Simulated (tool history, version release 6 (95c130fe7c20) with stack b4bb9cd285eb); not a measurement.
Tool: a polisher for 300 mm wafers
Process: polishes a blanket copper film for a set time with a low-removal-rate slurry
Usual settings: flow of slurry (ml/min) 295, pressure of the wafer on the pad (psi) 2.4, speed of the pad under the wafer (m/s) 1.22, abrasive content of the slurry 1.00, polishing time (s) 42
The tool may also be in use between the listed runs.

run	hour	flow of slurry (ml/min)	pressure of the wafer on the pad (psi)	speed of the pad under the wafer (m/s)	abrasive content of the slurry	polishing time (s)	wafers since the last listed run	wafers polished on this pad	hours since the slurry nozzle was cleaned	hours since the head pressure was calibrated	hours since the slurry blender was calibrated	incoming thickness of the incoming film, nm	film removed (angstrom)
1	0.0	295	2.4	1.22	1.00	42	0	1016	342.1	500.7	67.1	1248.7	980
# hour 8.2: worn pad replaced by a new one
2	18.0	295	2.4	1.22	1.25	42	177	124	360.1	518.7	85.1	1243.1	1024
3	24.9	295	2.4	1.22	1.00	34	87	212	367.0	525.6	92.0	1242.5	811
4	49.0	295	2.4	1.22	1.00	42	305	517	391.1	549.7	116.1	1230.0	982
5	55.3	295	2.4	1.22	1.00	42	79	597	397.4	556.0	122.4	1221.8	983
# hour 60.3: head pressure recalibrated
6	65.6	295	2.4	1.22	1.00	42	105	702	407.7	5.3	132.7	1237.1	969
# hour 84.1: worn pad replaced by a new one
7	84.6	295	2.4	1.22	1.00	42	190	6	426.7	24.3	151.7	1226.3	961
8	97.2	295	2.4	1.22	1.00	42	159	166	439.3	36.9	164.3	1252.6	968
9	113.7	390	2.4	1.22	1.00	42	209	375	455.8	53.4	180.8	1236.1	974
# hour 118.0: slurry blender recalibrated
10	121.3	295	2.7	1.22	0.80	37	71	446	463.4	61.0	3.3	1244.8	954
# hour 127.6: slurry nozzle cleaned
11	136.9	295	1.6	1.22	1.00	42	185	631	9.3	76.6	18.9	1254.1	667
12	144.4	295	2.4	1.22	1.00	42	95	726	16.8	84.1	26.4	1230.7	988
13	154.5	295	2.4	1.22	1.10	29	128	854	26.9	94.2	36.5	1241.1	707
14	163.7	295	2.4	1.52	1.25	42	116	971	36.1	103.4	45.7	1233.8	1260
# hour 176.5: worn pad replaced by a new one
15	177.0	295	2.4	1.22	1.00	42	117	6	49.4	116.7	59.0	1241.7	985
16	190.3	335	2.4	1.46	1.00	42	168	175	62.7	130.0	72.3	1242.9	1197

Hidden state or all else? Some run-to-run changes of film removed (angstrom), split into what the settings, what came in and random variation would give without the hidden state, and what is left for the hidden state (with any gauge scatter that isn't in both results):
The hidden state here: removal rate lost through wear of the pad, %; slurry flow missing at the pad, %; deviation of the head's pressure from its setpoint, %; abrasive missing from the slurry, %.
Run 9 -> 10: flow of slurry (ml/min) 390 -> 295, pressure of the wafer on the pad (psi) 2.4 -> 2.7, abrasive content of the slurry 1.00 -> 0.80, polishing time (s) 42 -> 37, slurry blender recalibrated. film removed (angstrom) -20: hidden state +45, all else -65.
Run 13 -> 14: speed of the pad under the wafer (m/s) 1.22 -> 1.52, abrasive content of the slurry 1.10 -> 1.25, polishing time (s) 29 -> 42. film removed (angstrom) +553: hidden state -11, all else +564.
